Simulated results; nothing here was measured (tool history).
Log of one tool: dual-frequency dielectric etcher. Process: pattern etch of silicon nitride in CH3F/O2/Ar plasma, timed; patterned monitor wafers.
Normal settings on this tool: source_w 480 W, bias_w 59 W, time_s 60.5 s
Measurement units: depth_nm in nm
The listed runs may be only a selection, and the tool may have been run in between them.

run	hour	source_w	bias_w	time_s	wafers since the last listed run	hours since the last wet clean	hours since the last source power generator calibration	hours since the last bias power generator calibration	hours since the last upper electrode change	hours since the gauge calibration	read-back reference wafer on the same gauge, depth_nm	depth_nm
1	0	480	70	60.5	0	126.8	4002.8	2120.6	4561.6	197.3	34.4	45.21
2	21.2	480	70	60.5	217	148	4024	2141.8	4582.8	218.5	34.42	44.78
3	39.2	480	70	60.5	184	166	4042	2159.8	4600.8	236.5	34.39	44.73
4	60.1	480	59	60.5	214	186.9	4062.9	2180.7	4621.7	257.4	34.38	42.55
5	80.4	480	59	60.5	208	207.2	4083.2	2201	4642	277.7	34.43	42.3
6	101.6	430	59	60.5	217	228.4	4104.4	2222.2	4663.2	298.9	34.41	40.64
7	128.4	480	59	50	274	255.2	4131.2	2249	4690	325.7	34.39	35.23
8	160.8	480	59	50	332	287.6	4163.6	2281.4	4722.4	358.1	34.41	34.78
9	177.5	480	59	50	171	304.3	4180.3	2298.1	4739.1	374.8	34.46	35.12
10	210.2	480	59	60.5	335	337	4213	2330.8	4771.8	407.5	34.43	42.22
11	226.6	510	59	60.5	168	353.4	4229.4	2347.2	4788.2	423.9	34.4	42.87
# hour 252.2: source power generator calibrated
12	256.2	510	59	60.5	262	383	4	2376.8	4817.8	453.5	34.44	43.34
13	273.1	540	53	73	173	399.9	20.9	2393.7	4834.7	470.4	34.44	51.29
14	285.8	480	59	60.5	130	412.6	33.6	2406.4	4847.4	483.1	34.39	42.1
15	321	480	59	60.5	361	447.8	68.8	2441.6	4882.6	518.3	34.37	41.78
# hour 350.2: bias power generator calibrated
16	350.7	400	46	77	263	477.5	98.5	0.5	4912.3	548	34.41	46.04
17	365.3	400	46	77	149	492.1	113.1	15.1	4926.9	562.6	34.46	46.17
18	382	590	59	48.5	171	508.8	129.8	31.8	4943.6	579.3	34.4	36.48
# hour 427.8: wet clean of the chamber
19	428.3	480	59	60.5	228	0.5	176.1	78.1	4989.9	625.6	34.42	42.19
20	469.3	600	59	60.5	420	41.5	217.1	119.1	5030.9	666.6	34.44	45.6
# hour 499.4: gauge calibrated
# hour 505.6: upper electrode replaced
21	506.1	410	45	60.5	131	78.3	253.9	155.9	0.5	6.7	34.4	36.58
22	513.2	540	59	56	72	85.4	261	163	7.6	13.8	34.43	40.65
23	605.5	480	63	72.5	946	177.7	353.3	255.3	99.9	106.1	34.36	52.34
24	633.2	570	59	60.5	284	205.4	381	283	127.6	133.8	34.39	45.1

How the hidden state differs across the entries between the runs, from the last listed run before each to the first after it:
Run 11 -> run 12: source power generator calibrated (hour 252.2)
  no difference in the tool's unlogged condition between these two runs
Run 15 -> run 16: bias power generator calibrated (hour 350.2)
  no difference in the tool's unlogged condition between these two runs
Run 18 -> run 19: wet clean of the chamber (hour 427.8)
  no difference in the tool's unlogged condition between these two runs
Run 20 -> run 21: gauge calibrated (hour 499.4); upper electrode replaced (hour 505.6)
  no difference in the tool's unlogged condition between these two runs

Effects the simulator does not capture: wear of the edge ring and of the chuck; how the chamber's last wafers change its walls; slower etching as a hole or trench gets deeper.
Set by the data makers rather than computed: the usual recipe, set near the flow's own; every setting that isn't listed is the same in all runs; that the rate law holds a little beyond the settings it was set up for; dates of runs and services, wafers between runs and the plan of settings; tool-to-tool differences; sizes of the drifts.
